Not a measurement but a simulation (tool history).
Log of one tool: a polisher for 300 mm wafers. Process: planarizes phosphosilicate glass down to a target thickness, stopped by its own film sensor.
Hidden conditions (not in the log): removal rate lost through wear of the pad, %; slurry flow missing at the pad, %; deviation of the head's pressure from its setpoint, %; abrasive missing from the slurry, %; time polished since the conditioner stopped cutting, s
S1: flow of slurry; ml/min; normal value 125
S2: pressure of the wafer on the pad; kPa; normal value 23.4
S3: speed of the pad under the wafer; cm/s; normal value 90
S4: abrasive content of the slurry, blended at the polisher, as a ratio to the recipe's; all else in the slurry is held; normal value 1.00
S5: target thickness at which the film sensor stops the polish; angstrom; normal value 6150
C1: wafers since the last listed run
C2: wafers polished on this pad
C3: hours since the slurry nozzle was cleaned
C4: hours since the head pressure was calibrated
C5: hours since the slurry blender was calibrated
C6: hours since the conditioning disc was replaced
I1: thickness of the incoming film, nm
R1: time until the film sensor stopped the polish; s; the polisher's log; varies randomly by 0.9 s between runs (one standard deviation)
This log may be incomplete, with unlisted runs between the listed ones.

| run | hour | S1 | S2 | S3 | S4 | S5 | C1 | C2 | C3 | C4 | C5 | C6 | I1 | R1 |
|---|---|---|---|---|---|---|---|---|---|---|---|---|---|---|
| 1 | 0.0 | 125 | 23.4 | 90 | 1.00 | 6150 | 0 | 5544 | 669.7 | 336.1 | 351.5 | 585.2 | 1060.9 | 49.7 |
|  | 15.9 | slurry nozzle cleaned |
| 2 | 76.1 | 125 | 23.4 | 90 | 1.00 | 6150 | 722 | 6267 | 60.2 | 412.2 | 427.6 | 661.3 | 1051.0 | 46.8 |
|  | 83.2 | conditioning disc replaced and pad reconditioned |
| 3 | 165.5 | 125 | 23.4 | 90 | 1.00 | 7280 | 840 | 7108 | 149.6 | 501.6 | 517.0 | 82.3 | 1038.9 | 34.3 |
|  | 202.4 | worn pad replaced by a new one |
| 4 | 253.3 | 125 | 26.2 | 80 | 1.00 | 6150 | 806 | 489 | 237.4 | 589.4 | 604.8 | 170.1 | 1069.8 | 51.1 |
| 5 | 306.7 | 125 | 23.4 | 90 | 1.00 | 6150 | 513 | 1003 | 290.8 | 642.8 | 658.2 | 223.5 | 1057.5 | 49.2 |
|  | 442.9 | slurry blender recalibrated |
| 6 | 594.1 | 125 | 23.4 | 90 | 1.00 | 6150 | 2746 | 3749 | 578.2 | 930.2 | 151.2 | 510.9 | 1060.6 | 47.8 |
|  | 635.0 | slurry nozzle cleaned |
| 7 | 686.0 | 125 | 23.4 | 62 | 1.25 | 7620 | 874 | 4624 | 51.0 | 1022.1 | 243.1 | 602.8 | 1067.8 | 42.5 |
|  | 709.6 | conditioning disc replaced and pad reconditioned |
| 8 | 755.4 | 125 | 23.4 | 90 | 1.00 | 6150 | 648 | 5272 | 120.4 | 1091.5 | 312.5 | 45.8 | 1037.4 | 46.3 |
| 9 | 795.9 | 125 | 27.6 | 72 | 1.00 | 6150 | 389 | 5662 | 160.9 | 1132.0 | 353.0 | 86.3 | 1050.6 | 49.7 |
|  | 859.3 | worn pad replaced by a new one |
| 10 | 877.6 | 165 | 23.4 | 104 | 1.00 | 6150 | 747 | 176 | 242.6 | 1213.7 | 434.7 | 168.0 | 1050.9 | 41.4 |
| 11 | 930.4 | 85 | 17.9 | 90 | 1.00 | 5060 | 508 | 684 | 295.4 | 1266.5 | 487.5 | 220.8 | 1061.9 | 78.6 |
|  | 1025.1 | head pressure recalibrated |
| 12 | 1036.0 | 125 | 23.4 | 90 | 0.80 | 5180 | 996 | 1681 | 401.0 | 10.9 | 593.1 | 326.4 | 1074.2 | 67.7 |
| 13 | 1086.1 | 125 | 23.4 | 90 | 1.10 | 6150 | 482 | 2163 | 451.1 | 61.0 | 643.2 | 376.5 | 1029.2 | 46.9 |
| 14 | 1167.4 | 125 | 27.6 | 90 | 1.15 | 4790 | 782 | 2945 | 532.4 | 142.3 | 724.5 | 457.8 | 1045.4 | 54.3 |
|  | 1174.1 | slurry blender recalibrated |
| 15 | 1254.4 | 125 | 23.4 | 90 | 1.10 | 6150 | 817 | 3763 | 619.4 | 229.3 | 80.3 | 544.8 | 1037.6 | 44.9 |
| 16 | 1327.0 | 165 | 23.4 | 90 | 1.00 | 6150 | 698 | 4461 | 692.0 | 301.9 | 152.9 | 617.4 | 1063.6 | 46.2 |
|  | 1340.8 | slurry nozzle cleaned |
| 17 | 1368.0 | 125 | 26.9 | 104 | 1.00 | 4980 | 384 | 4846 | 27.2 | 342.9 | 193.9 | 658.4 | 1057.0 | 50.8 |
|  | 1415.8 | conditioning disc replaced and pad reconditioned |
| 18 | 1434.5 | 125 | 23.4 | 90 | 1.00 | 6150 | 620 | 5467 | 93.7 | 409.4 | 260.4 | 18.7 | 1060.8 | 48.4 |
| 19 | 1508.5 | 125 | 23.4 | 90 | 1.00 | 6150 | 712 | 6179 | 167.7 | 483.4 | 334.4 | 92.7 | 1060.1 | 49.7 |
|  | 1526.7 | worn pad replaced by a new one |
| 20 | 1781.7 | 125 | 17.2 | 90 | 1.10 | 6150 | 2590 | 2454 | 440.9 | 756.6 | 607.6 | 365.9 | 1051.2 | 53.7 |
|  | 1819.3 | slurry blender recalibrated |
| 21 | 1842.9 | 125 | 23.4 | 90 | 1.00 | 6150 | 569 | 3023 | 502.1 | 817.8 | 23.6 | 427.1 | 1044.8 | 46.9 |
| 22 | 1930.2 | 125 | 23.4 | 90 | 1.00 | 6150 | 840 | 3863 | 589.4 | 905.1 | 110.9 | 514.4 | 1048.9 | 46.8 |
| 23 | 2036.4 | 125 | 23.4 | 114 | 1.00 | 6150 | 1021 | 4885 | 695.6 | 1011.3 | 217.1 | 620.6 | 1052.6 | 39.1 |
|  | 2075.6 | conditioning disc replaced and pad reconditioned |
|  | 2148.0 | slurry nozzle cleaned |
|  | 2261.6 | worn pad replaced by a new one |
| 24 | 2321.6 | 165 | 23.4 | 90 | 1.00 | 6150 | 2676 | 577 | 173.6 | 1296.5 | 502.3 | 246.0 | 1054.0 | 47.0 |

Branching from run 24: 5 alternative next runs. What would each branch give?
| A | 2322.0 | 125 | 23.4 | 90 | 1.00 | 5450 | 3 | 581 | 174.0 | 1296.9 | 502.7 | 246.4 | 1050.9 | ? |
| B | 2322.0 | 125 | 23.4 | 90 | 1.00 | 7090 | 3 | 581 | 174.0 | 1296.9 | 502.7 | 246.4 | 1050.9 | ? |
| C | 2322.0 | 125 | 30.3 | 60 | 1.25 | 6150 | 3 | 581 | 174.0 | 1296.9 | 502.7 | 246.4 | 1050.9 | ? |
| D | 2322.0 | 165 | 23.4 | 68 | 0.80 | 7550 | 3 | 581 | 174.0 | 1296.9 | 502.7 | 246.4 | 1050.9 | ? |
| E | 2322.0 | 125 | 23.4 | 58 | 1.00 | 6150 | 3 | 581 | 174.0 | 1296.9 | 502.7 | 246.4 | 1050.9 | ? |

| run | R1 |
|---|---|
| A | 54.5 |
| B | 36.8 |
| C | 51.8 |
| D | 40.2 |
| E | 66.7 |
With no hidden state in the tool, these same runs would have given:
| run | R1 |
|---|---|
| A | 58.6 |
| B | 39.6 |
| C | 55.7 |
| D | 43.2 |
| E | 71.8 |

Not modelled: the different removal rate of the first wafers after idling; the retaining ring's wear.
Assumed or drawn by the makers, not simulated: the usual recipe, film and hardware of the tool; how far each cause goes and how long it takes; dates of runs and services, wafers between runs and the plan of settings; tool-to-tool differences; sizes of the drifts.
